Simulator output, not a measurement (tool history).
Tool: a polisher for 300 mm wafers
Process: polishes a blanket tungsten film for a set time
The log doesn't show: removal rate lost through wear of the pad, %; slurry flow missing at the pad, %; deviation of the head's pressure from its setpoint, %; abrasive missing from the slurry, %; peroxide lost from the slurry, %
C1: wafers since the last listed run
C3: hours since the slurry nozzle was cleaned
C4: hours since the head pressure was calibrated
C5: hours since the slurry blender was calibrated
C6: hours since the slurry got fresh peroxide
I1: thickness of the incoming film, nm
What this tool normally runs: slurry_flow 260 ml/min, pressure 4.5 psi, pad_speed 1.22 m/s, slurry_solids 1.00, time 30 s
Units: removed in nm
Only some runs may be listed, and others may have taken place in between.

Run 1, hour 0.0: usual settings; C1 0; wafers polished on this pad 5457; C3 354.3; C4 625.8; C5 34.4; C6 322.1; I1 1295.8. Result: removed 209.7 nm.
Run 2, hour 44.8: usual settings but slurry_flow 285 ml/min; C1 729; wafers polished on this pad 6187; C3 399.1; C4 670.6; C5 79.2; C6 366.9; I1 1286.3. Result: removed 217.0 nm.
At hour 95.4: head pressure recalibrated.
Run 3, hour 129.6: usual settings but slurry_flow 285 ml/min; C1 1348; wafers polished on this pad 7535; C3 483.9; C4 34.2; C5 164.0; C6 451.7; I1 1260.3. Result: removed 205.8 nm.
Run 4, hour 223.2: usual settings but slurry_flow 285 ml/min; C1 1524; wafers polished on this pad 9060; C3 577.5; C4 127.8; C5 257.6; C6 545.3; I1 1291.7. Result: removed 208.5 nm.
At hour 232.0: slurry tank refilled with fresh slurry and peroxide.
At hour 233.7: worn pad replaced by a new one.
Run 5, hour 308.7: usual settings; C1 1348; wafers polished on this pad 1221; C3 663.0; C4 213.3; C5 343.1; C6 76.7; I1 1277.6. Result: removed 203.6 nm.
Run 6, hour 354.1: usual settings; C1 739; wafers polished on this pad 1961; C3 708.4; C4 258.7; C5 388.5; C6 122.1; I1 1281.2. Result: removed 205.8 nm.
At hour 399.1: slurry nozzle cleaned.
Run 7, hour 450.5: usual settings but slurry_flow 290 ml/min, pressure 3.0 psi; C1 1554; wafers polished on this pad 3515; C3 51.4; C4 355.1; C5 484.9; C6 218.5; I1 1287.9. Result: removed 138.3 nm.
Run 8, hour 490.8: usual settings but slurry_flow 285 ml/min, slurry_solids 1.15; C1 656; wafers polished on this pad 4172; C3 91.7; C4 395.4; C5 525.2; C6 258.8; I1 1279.9. Result: removed 213.5 nm.
At hour 536.4: slurry blender recalibrated.
Run 9, hour 631.9: usual settings but slurry_solids 1.20; C1 2266; wafers polished on this pad 6438; C3 232.8; C4 536.5; C5 95.5; C6 399.9; I1 1265.9. Result: removed 225.9 nm.
Run 10, hour 682.9: usual settings but slurry_flow 230 ml/min, pad_speed 0.96 m/s, slurry_solids 0.85, time 38 s; C1 830; wafers polished on this pad 7269; C3 283.8; C4 587.5; C5 146.5; C6 450.9; I1 1284.2. Result: removed 206.1 nm.
Run 11, hour 729.8: usual settings but slurry_flow 305 ml/min, pressure 3.2 psi, slurry_solids 1.25; C1 764; wafers polished on this pad 8033; C3 330.7; C4 634.4; C5 193.4; C6 497.8; I1 1288.5. Result: removed 168.1 nm.
Run 12, hour 777.4: usual settings but slurry_flow 215 ml/min, pad_speed 1.60 m/s, time 21 s; C1 775; wafers polished on this pad 8808; C3 378.3; C4 682.0; C5 241.0; C6 545.4; I1 1264.1. Result: removed 197.5 nm.
At hour 780.4: slurry tank refilled with fresh slurry and peroxide.
Run 13, hour 821.9: usual settings but slurry_flow 325 ml/min, slurry_solids 1.10, time 36 s; C1 708; wafers polished on this pad 9517; C3 422.8; C4 726.5; C5 285.5; C6 41.5; I1 1280.2. Result: removed 272.0 nm.
At hour 861.0: worn pad replaced by a new one.
At hour 869.7: head pressure recalibrated.
Run 14, hour 896.8: usual settings but slurry_flow 170 ml/min, slurry_solids 1.20; C1 1122; wafers polished on this pad 550; C3 497.7; C4 27.1; C5 360.4; C6 116.4; I1 1281.0. Result: removed 193.8 nm.
Run 15, hour 1001.2: usual settings but pad_speed 1.38 m/s, time 40 s; C1 1700; wafers polished on this pad 2251; C3 602.1; C4 131.5; C5 464.8; C6 220.8; I1 1278.4. Result: removed 304.7 nm.
Run 16, hour 1063.1: usual settings but pressure 5.3 psi, pad_speed 1.50 m/s, slurry_solids 0.75, time 37 s; C1 1008; wafers polished on this pad 3259; C3 664.0; C4 193.4; C5 526.7; C6 282.7; I1 1271.7. Result: removed 332.7 nm.
Run 17, hour 1133.1: usual settings but slurry_flow 285 ml/min; C1 1140; wafers polished on this pad 4399; C3 734.0; C4 263.4; C5 596.7; C6 352.7; I1 1287.9. Result: removed 194.3 nm.
At hour 1174.9: slurry blender recalibrated.
Run 18, hour 1237.7: usual settings but pad_speed 1.40 m/s, slurry_solids 1.25; C1 1671; wafers polished on this pad 6071; C3 838.6; C4 368.0; C5 62.8; C6 457.3; I1 1282.0. Result: removed 254.6 nm.
At hour 1241.4: slurry nozzle cleaned.
Run 19, hour 1338.4: usual settings; C1 1624; wafers polished on this pad 7695; C3 97.0; C4 468.7; C5 163.5; C6 558.0; I1 1295.6. Result: removed 209.4 nm.
Run 20, hour 1420.1: usual settings but time 24 s; C1 1330; wafers polished on this pad 9026; C3 178.7; C4 550.4; C5 245.2; C6 639.7; I1 1286.6. Result: removed 168.1 nm.
At hour 1423.3: slurry tank refilled with fresh slurry and peroxide.
At hour 1511.4: worn pad replaced by a new one.
Run 21, hour 1511.9: usual settings but slurry_solids 1.30; C1 1414; wafers polished on this pad 8; C3 270.5; C4 642.2; C5 337.0; C6 88.6; I1 1291.6. Result: removed 231.3 nm.
At hour 1520.9: head pressure recalibrated.
Run 22, hour 1611.9: usual settings but slurry_flow 215 ml/min; C1 1596; wafers polished on this pad 1604; C3 370.5; C4 91.0; C5 437.0; C6 188.6; I1 1296.9. Result: removed 190.1 nm.
Run 23, hour 1693.4: usual settings but slurry_flow 185 ml/min, slurry_solids 0.85; C1 1327; wafers polished on this pad 2932; C3 452.0; C4 172.5; C5 518.5; C6 270.1; I1 1284.8. Result: removed 182.7 nm.
At hour 1734.2: slurry blender recalibrated.
Run 24, hour 1743.6: usual settings but slurry_flow 285 ml/min; C1 785; wafers polished on this pad 3717; C3 502.2; C4 222.7; C5 9.4; C6 320.3; I1 1305.1. Result: removed 211.5 nm.
Run 25, hour 1836.8: usual settings but pressure 3.5 psi, pad_speed 1.44 m/s, slurry_solids 1.20, time 34 s; C1 1518; wafers polished on this pad 5235; C3 595.4; C4 315.9; C5 102.6; C6 413.5; I1 1270.0. Result: removed 228.5 nm.
Run 26, hour 1903.0: usual settings; C1 1078; wafers polished on this pad 6314; C3 661.6; C4 382.1; C5 168.8; C6 479.7; I1 1284.7. Result: removed 203.8 nm.
At hour 1961.6: slurry tank refilled with fresh slurry and peroxide.
Run 27, hour 1962.1: usual settings; C1 946; wafers polished on this pad 7260; C3 720.7; C4 441.2; C5 227.9; C6 0.5; I1 1266.7. Result: removed 212.0 nm.

What the log doesn't show, run by run:
removal rate lost through wear of the pad, %: 0 across all the runs
slurry flow missing at the pad, %: 0 across all the runs
peroxide lost from the slurry, %: 0 across all the runs
H1: deviation of the head's pressure from its setpoint, %
H2: abrasive missing from the slurry, %
run     H1     H2
  1   5.83   2.65
  2    6.3   2.97
  3  0.841   4.25
  4   1.82   6.71
  5   2.71   9.91
  6   3.19     12
  7    4.2   17.2
  8   4.62   19.8
  9    6.1  0.885
 10   6.63   1.65
 11   7.12   2.65
 12   7.62   3.94
 13   8.08    5.4
 14  0.765   8.41
 15   1.86   13.8
 16    2.5   17.6
 17   3.24   22.5
 18   4.33   1.59
 19   5.38   3.01
 20   6.24   5.09
 21    7.2   8.42
 22   0.67   13.2
 23   1.52   18.1
 24   2.05  0.654
 25   3.02    1.3
 26   3.71   2.42
 27   4.33   3.88

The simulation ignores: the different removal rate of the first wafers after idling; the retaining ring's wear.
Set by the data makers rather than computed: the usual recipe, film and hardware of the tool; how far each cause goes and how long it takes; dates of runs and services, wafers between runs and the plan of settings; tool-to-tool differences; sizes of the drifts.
